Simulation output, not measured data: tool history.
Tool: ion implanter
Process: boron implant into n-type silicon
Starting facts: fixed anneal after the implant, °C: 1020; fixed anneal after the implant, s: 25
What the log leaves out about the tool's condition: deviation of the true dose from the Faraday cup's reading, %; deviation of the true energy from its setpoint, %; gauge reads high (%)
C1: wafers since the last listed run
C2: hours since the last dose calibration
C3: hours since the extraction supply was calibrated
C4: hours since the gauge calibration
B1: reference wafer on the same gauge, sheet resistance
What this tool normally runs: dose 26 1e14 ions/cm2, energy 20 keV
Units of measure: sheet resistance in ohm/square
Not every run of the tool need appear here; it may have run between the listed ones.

{"run": 1, "hour": 0.0, "dose": 26, "energy": 20, "C1": 0, "C2": 916.2, "C3": 4018.8, "C4": 489.7, "B1": 58.33, "sheet resistance": 58.13}
{"run": 2, "hour": 46.4, "dose": 26, "energy": 20, "C1": 794, "C2": 962.6, "C3": 4065.2, "C4": 536.1, "B1": 58.23, "sheet resistance": 58.64}
{"run": 3, "hour": 114.3, "dose": 26, "energy": 20, "C1": 1162, "C2": 1030.5, "C3": 4133.1, "C4": 604, "B1": 58.27, "sheet resistance": 58.3}
{"run": 4, "hour": 219.6, "dose": 26, "energy": 20, "C1": 1802, "C2": 1135.8, "C3": 4238.4, "C4": 709.3, "B1": 58.33, "sheet resistance": 57.88}
{"run": 5, "hour": 288.2, "dose": 26, "energy": 20, "C1": 1174, "C2": 1204.4, "C3": 4307, "C4": 777.9, "B1": 58.24, "sheet resistance": 58.06}
{"run": 6, "hour": 395.9, "dose": 26, "energy": 20, "C1": 1843, "C2": 1312.1, "C3": 4414.7, "C4": 885.6, "B1": 58.24, "sheet resistance": 58.02}
{"run": 7, "hour": 498.9, "dose": 26, "energy": 20, "C1": 1763, "C2": 1415.1, "C3": 4517.7, "C4": 988.6, "B1": 58.24, "sheet resistance": 57.87}
{"run": 8, "hour": 601.5, "dose": 26, "energy": 20, "C1": 1756, "C2": 1517.7, "C3": 4620.3, "C4": 1091.2, "B1": 58.19, "sheet resistance": 57.77}
{"run": 9, "hour": 654.2, "dose": 26, "energy": 20, "C1": 902, "C2": 1570.4, "C3": 4673, "C4": 1143.9, "B1": 58.23, "sheet resistance": 58.1}
{"run": 10, "hour": 749.6, "dose": 26, "energy": 16, "C1": 1632, "C2": 1665.8, "C3": 4768.4, "C4": 1239.3, "B1": 58.26, "sheet resistance": 63.78}
{"run": 11, "hour": 850.5, "dose": 26, "energy": 16, "C1": 1727, "C2": 1766.7, "C3": 4869.3, "C4": 1340.2, "B1": 58.33, "sheet resistance": 63.99}
{"hour": 908.3, "done": "Faraday cup replaced and dose calibrated"}
{"run": 12, "hour": 915.7, "dose": 26, "energy": 16, "C1": 979, "C2": 7.4, "C3": 4934.5, "C4": 1405.4, "B1": 58.28, "sheet resistance": 66.08}
{"run": 13, "hour": 964.6, "dose": 26, "energy": 20, "C1": 837, "C2": 56.3, "C3": 4983.4, "C4": 1454.3, "B1": 58.38, "sheet resistance": 61.15}
{"hour": 1008.4, "done": "gauge calibrated"}
{"run": 14, "hour": 1059.0, "dose": 26, "energy": 20, "C1": 1615, "C2": 150.7, "C3": 5077.8, "C4": 50.6, "B1": 58.27, "sheet resistance": 60.26}
{"run": 15, "hour": 1136.3, "dose": 26, "energy": 20, "C1": 1323, "C2": 228, "C3": 5155.1, "C4": 127.9, "B1": 58.32, "sheet resistance": 60.37}
{"run": 16, "hour": 1234.1, "dose": 26, "energy": 20, "C1": 1674, "C2": 325.8, "C3": 5252.9, "C4": 225.7, "B1": 58.33, "sheet resistance": 59.91}
{"run": 17, "hour": 1313.4, "dose": 26, "energy": 20, "C1": 1357, "C2": 405.1, "C3": 5332.2, "C4": 305, "B1": 58.28, "sheet resistance": 60.32}
{"run": 18, "hour": 1379.1, "dose": 26, "energy": 22, "C1": 1124, "C2": 470.8, "C3": 5397.9, "C4": 370.7, "B1": 58.33, "sheet resistance": 58.07}
{"hour": 1395.0, "done": "Faraday cup replaced and dose calibrated, repeated, since the last time left the tool worse"}
{"run": 19, "hour": 1417.0, "dose": 26, "energy": 25, "C1": 511, "C2": 22, "C3": 5435.8, "C4": 408.6, "B1": 58.22, "sheet resistance": 54.72}
{"run": 20, "hour": 1499.6, "dose": 30.56, "energy": 15, "C1": 1413, "C2": 104.6, "C3": 5518.4, "C4": 491.2, "B1": 58.25, "sheet resistance": 63.12}
{"run": 21, "hour": 1581.3, "dose": 19, "energy": 18, "C1": 1398, "C2": 186.3, "C3": 5600.1, "C4": 572.9, "B1": 58.26, "sheet resistance": 70.55}
{"run": 22, "hour": 1634.6, "dose": 31.12, "energy": 25, "C1": 912, "C2": 239.6, "C3": 5653.4, "C4": 626.2, "B1": 58.32, "sheet resistance": 49.97}
{"run": 23, "hour": 1710.5, "dose": 26, "energy": 20, "C1": 1299, "C2": 315.5, "C3": 5729.3, "C4": 702.1, "B1": 58.28, "sheet resistance": 58.56}
{"run": 24, "hour": 1772.2, "dose": 29.26, "energy": 17, "C1": 1056, "C2": 377.2, "C3": 5791, "C4": 763.8, "B1": 58.31, "sheet resistance": 59.93}
{"run": 25, "hour": 1842.8, "dose": 26, "energy": 20, "C1": 1208, "C2": 447.8, "C3": 5861.6, "C4": 834.4, "B1": 58.41, "sheet resistance": 58.28}
{"run": 26, "hour": 1919.5, "dose": 26, "energy": 25.5, "C1": 1312, "C2": 524.5, "C3": 5938.3, "C4": 911.1, "B1": 58.32, "sheet resistance": 53.88}
{"hour": 1981.0, "done": "extraction supply calibrated"}
{"run": 27, "hour": 2021.9, "dose": 21.09, "energy": 25.5, "C1": 1615, "C2": 626.9, "C3": 40.9, "C4": 1013.5, "B1": 58.37, "sheet resistance": 60.25}
{"run": 28, "hour": 2091.4, "dose": 26, "energy": 20, "C1": 1189, "C2": 696.4, "C3": 110.4, "C4": 1083, "B1": 58.34, "sheet resistance": 58.53}
{"run": 29, "hour": 2134.5, "dose": 26, "energy": 27, "C1": 737, "C2": 739.5, "C3": 153.5, "C4": 1126.1, "B1": 58.29, "sheet resistance": 52.96}
{"run": 30, "hour": 2222.6, "dose": 32.58, "energy": 22, "C1": 1507, "C2": 827.6, "C3": 241.6, "C4": 1214.2, "B1": 58.25, "sheet resistance": 51.75}
{"hour": 2414.0, "done": "gauge calibrated"}
{"run": 31, "hour": 2465.9, "dose": 29.72, "energy": 23, "C1": 4164, "C2": 1070.9, "C3": 484.9, "C4": 51.9, "B1": 58.33, "sheet resistance": 52.32}
{"run": 32, "hour": 2502.9, "dose": 29, "energy": 16, "C1": 633, "C2": 1107.9, "C3": 521.9, "C4": 88.9, "B1": 58.33, "sheet resistance": 61.9}
{"run": 33, "hour": 2592.7, "dose": 26, "energy": 20, "C1": 1537, "C2": 1197.7, "C3": 611.7, "C4": 178.7, "B1": 58.21, "sheet resistance": 57.85}
{"run": 34, "hour": 2655.7, "dose": 23.74, "energy": 25.5, "C1": 1078, "C2": 1260.7, "C3": 674.7, "C4": 241.7, "B1": 58.2, "sheet resistance": 55.9}
{"run": 35, "hour": 2714.4, "dose": 31.44, "energy": 20, "C1": 1004, "C2": 1319.4, "C3": 733.4, "C4": 300.4, "B1": 58.27, "sheet resistance": 54.41}
{"run": 36, "hour": 2801.6, "dose": 26, "energy": 26.5, "C1": 1492, "C2": 1406.6, "C3": 820.6, "C4": 387.6, "B1": 58.29, "sheet resistance": 52.78}
{"run": 37, "hour": 2851.9, "dose": 31.45, "energy": 14, "C1": 860, "C2": 1456.9, "C3": 870.9, "C4": 437.9, "B1": 58.33, "sheet resistance": 64.97}

Below are 4 alternative next runs, each starting from the tool's condition after run 37. Predict each:
{"run": "A", "hour": 2852.3, "dose": 23.55, "energy": 20, "C1": 6, "C2": 1457.3, "C3": 871.3, "C4": 438.3, "B1": "?", "sheet resistance": "?"}
{"run": "B", "hour": 2852.3, "dose": 33.01, "energy": 20, "C1": 6, "C2": 1457.3, "C3": 871.3, "C4": 438.3, "B1": "?", "sheet resistance": "?"}
{"run": "C", "hour": 2852.3, "dose": 33.22, "energy": 13.5, "C1": 6, "C2": 1457.3, "C3": 871.3, "C4": 438.3, "B1": "?", "sheet resistance": "?"}
{"run": "D", "hour": 2852.3, "dose": 32.34, "energy": 26.5, "C1": 6, "C2": 1457.3, "C3": 871.3, "C4": 438.3, "B1": "?", "sheet resistance": "?"}

run=A B1=58.28 sheet_resistance=60.55
run=B B1=58.28 sheet_resistance=53.8
run=C B1=58.28 sheet_resistance=66.03
run=D B1=58.28 sheet_resistance=47.96
Had the tool no hidden state, the same runs would have come out as:
run=A sheet_resistance=61.6
run=B sheet_resistance=54.28
run=C sheet_resistance=66.36
run=D sheet_resistance=48.62

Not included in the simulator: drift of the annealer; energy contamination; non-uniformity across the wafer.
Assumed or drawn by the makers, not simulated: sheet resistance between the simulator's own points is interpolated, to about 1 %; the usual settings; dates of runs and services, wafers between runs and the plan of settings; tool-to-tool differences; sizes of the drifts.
